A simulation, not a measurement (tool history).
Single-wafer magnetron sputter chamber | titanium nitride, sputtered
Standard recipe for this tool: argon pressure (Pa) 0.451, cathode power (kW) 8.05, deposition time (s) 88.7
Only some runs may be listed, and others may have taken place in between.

run,hour,argon pressure (Pa),cathode power (kW),deposition time (s),"read-back reference wafer on the same gauge, thickness_nm",mean film thickness on the monitor wafer (angstrom)
1,0,0.451,8.05,88.7,125.02,1210.24
# hour 66.7: sputter target and shields replaced
2,67.2,0.451,8.05,88.7,125.001,1243.15
3,109.4,0.451,8.05,88.7,125.009,1227.94
4,188.8,0.451,8.05,88.7,125.023,1219.96
5,237.8,0.451,8.05,88.7,124.942,1211.26
6,292.2,0.451,8.05,88.7,125.003,1210.73
7,381,0.451,8.05,88.7,125.036,1208.4
# hour 407: sputter target and shields replaced
8,484.5,0.451,8.05,88.7,125.04,1221.72
9,559.9,0.451,8.05,88.7,124.914,1212.94
10,629,0.451,8.05,88.7,125.032,1211.1
# hour 683.3: magnet pack replaced
11,683.8,0.451,8.05,88.7,124.905,1198.57
# hour 734.5: sputter target and shields replaced
12,735,0.451,8.05,97.5,124.944,1346.91
# hour 769.2: gauge calibrated
13,778.9,0.297,7.5,88.7,124.917,1208.03
# hour 1072: sputter target and shields replaced
14,1085.4,0.595,9.5,83.9,124.948,1283.54
# hour 1107.7: capacitance manometer re-zeroed and calibrated
15,1141.2,0.345,9.45,101.3,125.124,1743
16,1220.5,0.451,9.3,88.7,125.106,1435.06
17,1280.5,0.589,8.05,102.6,125.031,1356.02
18,1383.4,0.451,8.05,88.7,125.051,1229.19
# hour 1405.4: sputter target and shields replaced
19,1457.1,0.611,8.05,88.7,125.032,1176.24
20,1517,0.451,8.05,88.7,124.982,1240.5
21,1556.7,0.365,6.4,74.2,125.006,845.67
22,1628.4,0.375,9.75,88.7,125.069,1529.45
23,1681.9,0.451,8.05,88.7,124.903,1226.98
# hour 1762.2: sputter target and shields replaced
24,1762.7,0.451,8.05,88.7,124.907,1247.97

The logged runs with the hidden state left out (each run's random variation unchanged):
The tool's hidden condition here consists of: deposition rate above that of a new target (%); true argon pressure above the setpoint (%); gauge reads high (%).
run,mean film thickness on the monitor wafer (angstrom)
1,1262.51
2,1263.72
3,1258.59
4,1262.71
5,1258.36
6,1261.43
7,1262.85
8,1264.98
9,1265.02
10,1268.11
11,1257.62
12,1384.28
13,1242.47
14,1334.75
15,1762.32
16,1462.04
17,1386.47
18,1261.61
19,1191.63
20,1265.3
21,865.02
22,1570.79
23,1263.48
24,1256.15

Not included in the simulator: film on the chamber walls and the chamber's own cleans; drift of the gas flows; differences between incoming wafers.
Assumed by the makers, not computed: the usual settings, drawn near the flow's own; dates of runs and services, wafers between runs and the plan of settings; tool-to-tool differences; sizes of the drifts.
